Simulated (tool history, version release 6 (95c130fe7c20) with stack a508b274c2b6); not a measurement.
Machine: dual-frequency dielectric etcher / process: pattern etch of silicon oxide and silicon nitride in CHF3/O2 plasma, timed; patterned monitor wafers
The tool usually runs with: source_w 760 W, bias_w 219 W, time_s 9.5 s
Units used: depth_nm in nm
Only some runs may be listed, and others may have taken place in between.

run     day  source_w  bias_w  time_s  wafers since the last listed run  hours since the last wet clean  hours since the last source power generator calibration  hours since the last bias power generator calibration  hours since the last upper electrode change  hours since the gauge calibration  read-back reference wafer on the same gauge, depth_nm  depth_nm
  1   0.000       760     219     9.5                                 0                           502.1                                                   3670.3                                                 2008.1                                       4774.1                               38.7                                                  13.70     16.61
  2   1.175       760     219     9.5                               325                           530.3                                                   3698.5                                                 2036.3                                       4802.3                               66.9                                                  13.71     16.46
  3   2.212       760     219     9.5                               286                           555.2                                                   3723.4                                                 2061.2                                       4827.2                               91.8                                                  13.70     16.39
  4   2.933       760     219     9.5                               199                           572.5                                                   3740.7                                                 2078.5                                       4844.5                              109.1                                                  13.69     16.37
  5   3.508       760     219     9.5                               159                           586.3                                                   3754.5                                                 2092.3                                       4858.3                              122.9                                                  13.71     16.45
  6   4.250       910     240     9.5                               205                           604.1                                                   3772.3                                                 2110.1                                       4876.1                              140.7                                                  13.70     18.81
      5.604  -- upper electrode replaced
  7   5.625       760     176     9.5                               103                           637.1                                                   3805.3                                                 2143.1                                          0.5                              173.7                                                  13.71     14.91
      7.738  -- wet clean of the chamber
  8   7.758       760     219     9.5                               313                             0.5                                                   3856.5                                                 2194.3                                         51.7                              224.9                                                  13.69     17.00
  9   8.246       760     219     9.5                               134                            12.2                                                   3868.2                                                 2206.0                                         63.4                              236.6                                                  13.69     16.87
      9.696  -- source power generator calibrated
 10   9.717       760     219     8.5                               360                            47.5                                                      0.5                                                 2241.3                                         98.7                              271.9                                                  13.69     15.17
 11  10.329       840     219    10.5                               169                            62.2                                                     15.2                                                 2256.0                                        113.4                              286.6                                                  13.69     19.84
 12  11.654       850     165    11.5                               366                            94.0                                                     47.0                                                 2287.8                                        145.2                              318.4                                                  13.71     19.33
 13  12.412       580     219     9.5                               209                           112.2                                                     65.2                                                 2306.0                                        163.4                              336.6                                                  13.70     14.34
 14  13.125       940     181    11.0                               197                           129.3                                                     82.3                                                 2323.1                                        180.5                              353.7                                                  13.70     20.13
     13.542  -- gauge calibrated
     13.550  -- bias power generator calibrated
 15  14.088       760     219     9.5                               220                           152.4                                                    105.4                                                   12.9                                        203.6                               13.1                                                  13.71     16.81
 16  14.650       760     219    11.0                               155                           165.9                                                    118.9                                                   26.4                                        217.1                               26.6                                                  13.71     19.47
 17  15.538       890     170    12.5                               245                           187.2                                                    140.2                                                   47.7                                        238.4                               47.9                                                  13.71     21.61
 18  16.583       940     181    11.0                               289                           212.3                                                    165.3                                                   72.8                                        263.5                               73.0                                                  13.70     19.94
 19  17.271       760     252    11.5                               190                           228.8                                                    181.8                                                   89.3                                        280.0                               89.5                                                  13.70     21.76

What if the next run were any one of these 5? Each begins from the tool's condition after run 19:
  A  17.288       760     219    11.5                                 4                           229.2                                                    182.2                                                   89.7                                        280.4                               89.9                                                      ?         ?
  B  17.288       690     270     9.5                                 4                           229.2                                                    182.2                                                   89.7                                        280.4                               89.9                                                      ?         ?
  C  17.288       760     267     9.5                                 4                           229.2                                                    182.2                                                   89.7                                        280.4                               89.9                                                      ?         ?
  D  17.288       760     219     8.0                                 4                           229.2                                                    182.2                                                   89.7                                        280.4                               89.9                                                      ?         ?
  E  17.288       940     189     8.0                                 4                           229.2                                                    182.2                                                   89.7                                        280.4                               89.9                                                      ?         ?

run  read-back reference wafer on the same gauge, depth_nm  depth_nm
  A                                                  13.69     20.41
  B                                                  13.69     17.41
  C                                                  13.69     18.31
  D                                                  13.69     14.20
  E                                                  13.69     15.01
Without the tool's unlogged condition, the same runs would have read:
run  depth_nm
  A     20.61
  B     17.58
  C     18.49
  D     14.34
  E     15.16
